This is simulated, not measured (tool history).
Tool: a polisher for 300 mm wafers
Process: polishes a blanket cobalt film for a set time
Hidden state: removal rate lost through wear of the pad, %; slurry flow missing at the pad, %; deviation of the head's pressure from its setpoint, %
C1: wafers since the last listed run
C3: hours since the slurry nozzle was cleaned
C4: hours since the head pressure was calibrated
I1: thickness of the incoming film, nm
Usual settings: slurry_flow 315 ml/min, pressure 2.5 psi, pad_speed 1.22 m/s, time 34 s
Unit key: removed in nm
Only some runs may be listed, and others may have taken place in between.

Run 1, hour 0.0: usual settings; C1 0; wafers polished on this pad 953; C3 234.3; C4 297.0; I1 728.5. Result: removed 297.4 nm.
Run 2, hour 28.4: usual settings; C1 259; wafers polished on this pad 1212; C3 262.7; C4 325.4; I1 745.2. Result: removed 298.2 nm.
Run 3, hour 56.8: usual settings; C1 259; wafers polished on this pad 1472; C3 291.1; C4 353.8; I1 738.2. Result: removed 297.0 nm.
Run 4, hour 258.8: usual settings; C1 1843; wafers polished on this pad 3315; C3 493.1; C4 555.8; I1 743.4. Result: removed 295.5 nm.
Run 5, hour 300.1: usual settings; C1 376; wafers polished on this pad 3692; C3 534.4; C4 597.1; I1 731.9. Result: removed 292.4 nm.
Run 6, hour 345.6: usual settings but slurry_flow 240 ml/min; C1 415; wafers polished on this pad 4107; C3 579.9; C4 642.6; I1 730.5. Result: removed 281.2 nm.
Run 7, hour 374.2: usual settings but slurry_flow 240 ml/min; C1 261; wafers polished on this pad 4368; C3 608.5; C4 671.2; I1 726.1. Result: removed 275.6 nm.
At hour 425.6: worn pad replaced by a new one.
At hour 559.3: slurry nozzle cleaned.
Run 8, hour 560.2: usual settings but slurry_flow 240 ml/min; C1 1651; wafers polished on this pad 1218; C3 0.9; C4 857.2; I1 732.8. Result: removed 290.6 nm.
Run 9, hour 597.9: usual settings but pressure 1.9 psi; C1 344; wafers polished on this pad 1563; C3 38.6; C4 894.9; I1 733.5. Result: removed 224.6 nm.
Run 10, hour 642.1: usual settings but pressure 1.9 psi; C1 403; wafers polished on this pad 1966; C3 82.8; C4 939.1; I1 750.7. Result: removed 227.2 nm.
Run 11, hour 671.8: usual settings; C1 271; wafers polished on this pad 2237; C3 112.5; C4 968.8; I1 737.4. Result: removed 297.4 nm.
Run 12, hour 721.4: usual settings; C1 452; wafers polished on this pad 2690; C3 162.1; C4 1018.4; I1 735.6. Result: removed 299.7 nm.
At hour 726.2: head pressure recalibrated.
Run 13, hour 785.5: usual settings; C1 566; wafers polished on this pad 3256; C3 226.2; C4 59.3; I1 742.7. Result: removed 296.4 nm.
Run 14, hour 810.7: usual settings but slurry_flow 390 ml/min, time 39 s; C1 229; wafers polished on this pad 3486; C3 251.4; C4 84.5; I1 741.1. Result: removed 348.4 nm.
Run 15, hour 875.6: usual settings but slurry_flow 390 ml/min, time 39 s; C1 592; wafers polished on this pad 4079; C3 316.3; C4 149.4; I1 737.9. Result: removed 345.5 nm.
At hour 905.1: worn pad replaced by a new one.
Run 16, hour 946.3: usual settings; C1 608; wafers polished on this pad 375; C3 387.0; C4 220.1; I1 745.2. Result: removed 294.1 nm.
Run 17, hour 977.3: usual settings but pressure 3.0 psi, pad_speed 1.06 m/s; C1 282; wafers polished on this pad 658; C3 418.0; C4 251.1; I1 741.1. Result: removed 307.5 nm.
Run 18, hour 1018.8: usual settings but pad_speed 1.36 m/s; C1 378; wafers polished on this pad 1037; C3 459.5; C4 292.6; I1 735.9. Result: removed 323.5 nm.
Run 19, hour 1051.2: usual settings but pad_speed 0.98 m/s; C1 295; wafers polished on this pad 1333; C3 491.9; C4 325.0; I1 730.5. Result: removed 236.5 nm.
Run 20, hour 1121.4: usual settings but slurry_flow 390 ml/min, time 39 s; C1 640; wafers polished on this pad 1973; C3 562.1; C4 395.2; I1 751.5. Result: removed 342.3 nm.
Run 21, hour 1153.9: usual settings but pad_speed 1.10 m/s; C1 296; wafers polished on this pad 2270; C3 594.6; C4 427.7; I1 729.6. Result: removed 262.7 nm.
Run 22, hour 1225.7: usual settings but slurry_flow 225 ml/min, pressure 2.9 psi, pad_speed 1.36 m/s, time 41 s; C1 655; wafers polished on this pad 2925; C3 666.4; C4 499.5; I1 752.9. Result: removed 426.2 nm.
Run 23, hour 1278.1: usual settings but slurry_flow 375 ml/min, time 24 s; C1 478; wafers polished on this pad 3403; C3 718.8; C4 551.9; I1 746.7. Result: removed 205.1 nm.
At hour 1333.7: worn pad replaced by a new one.
Run 24, hour 1334.3: usual settings but slurry_flow 210 ml/min; C1 476; wafers polished on this pad 5; C3 775.0; C4 608.1; I1 736.7. Result: removed 258.5 nm.
Run 25, hour 1390.0: usual settings; C1 508; wafers polished on this pad 513; C3 830.7; C4 663.8; I1 740.3. Result: removed 277.1 nm.
At hour 1398.2: slurry nozzle cleaned.
Run 26, hour 1449.2: usual settings but slurry_flow 255 ml/min, pad_speed 0.94 m/s, time 24 s; C1 531; wafers polished on this pad 1044; C3 51.0; C4 723.0; I1 748.6. Result: removed 159.9 nm.
Run 27, hour 1473.2: usual settings; C1 219; wafers polished on this pad 1263; C3 75.0; C4 747.0; I1 748.8. Result: removed 297.4 nm.
Run 28, hour 1520.9: usual settings but time 26 s; C1 435; wafers polished on this pad 1699; C3 122.7; C4 794.7; I1 741.5. Result: removed 225.6 nm.
Run 29, hour 1561.7: usual settings; C1 372; wafers polished on this pad 2071; C3 163.5; C4 835.5; I1 738.0. Result: removed 297.4 nm.
Run 30, hour 1595.0: usual settings but slurry_flow 380 ml/min, pad_speed 0.90 m/s; C1 303; wafers polished on this pad 2375; C3 196.8; C4 868.8; I1 737.2. Result: removed 224.2 nm.
Run 31, hour 1659.8: usual settings but pressure 3.1 psi; C1 591; wafers polished on this pad 2966; C3 261.6; C4 933.6; I1 741.1. Result: removed 369.0 nm.
Run 32, hour 1708.3: usual settings but slurry_flow 415 ml/min, pressure 2.9 psi, pad_speed 0.80 m/s, time 40 s; C1 442; wafers polished on this pad 3409; C3 310.1; C4 982.1; I1 735.4. Result: removed 272.8 nm.
Run 33, hour 1751.6: usual settings but pressure 2.1 psi; C1 395; wafers polished on this pad 3804; C3 353.4; C4 1025.4; I1 747.5. Result: removed 250.9 nm.
Run 34, hour 1822.8: usual settings but slurry_flow 245 ml/min, time 26 s; C1 649; wafers polished on this pad 4454; C3 424.6; C4 1096.6; I1 745.0. Result: removed 219.0 nm.
At hour 1866.1: worn pad replaced by a new one.
Run 35, hour 1873.3: usual settings; C1 424; wafers polished on this pad 65; C3 475.1; C4 1147.1; I1 738.6. Result: removed 294.7 nm.
Run 36, hour 1942.8: usual settings; C1 634; wafers polished on this pad 700; C3 544.6; C4 1216.6; I1 753.3. Result: removed 294.8 nm.
At hour 1956.4: head pressure recalibrated.
Run 37, hour 1990.1: usual settings; C1 413; wafers polished on this pad 1113; C3 591.9; C4 33.7; I1 740.2. Result: removed 292.6 nm.
Run 38, hour 2035.6: usual settings but slurry_flow 405 ml/min, pad_speed 0.84 m/s; C1 415; wafers polished on this pad 1528; C3 637.4; C4 79.2; I1 727.0. Result: removed 207.8 nm.

What was the tool's hidden state at every run in the log?
removal rate lost through wear of the pad, %: 0 at every run
deviation of the head's pressure from its setpoint, %: 0 at every run
H1: slurry flow missing at the pad, %
run     H1
  1   4.68
  2   5.58
  3   6.59
  4   16.7
  5   19.4
  6   22.7
  7   24.8
  8  0.257
  9  0.353
 10  0.696
 11   1.07
 12   1.94
 13   3.53
 14    4.3
 15   6.65
 16   9.83
 17   11.4
 18   13.7
 19   15.7
 20   20.4
 21   22.8
 22   28.6
 23   33.3
 24   38.6
 25   44.3
 26   1.22
 27   1.41
 28   2.01
 29   2.76
 30   3.52
 31   5.42
 32   7.19
 33   9.03
 34   12.6
 35   15.5
 36     20
 37   23.4
 38     27

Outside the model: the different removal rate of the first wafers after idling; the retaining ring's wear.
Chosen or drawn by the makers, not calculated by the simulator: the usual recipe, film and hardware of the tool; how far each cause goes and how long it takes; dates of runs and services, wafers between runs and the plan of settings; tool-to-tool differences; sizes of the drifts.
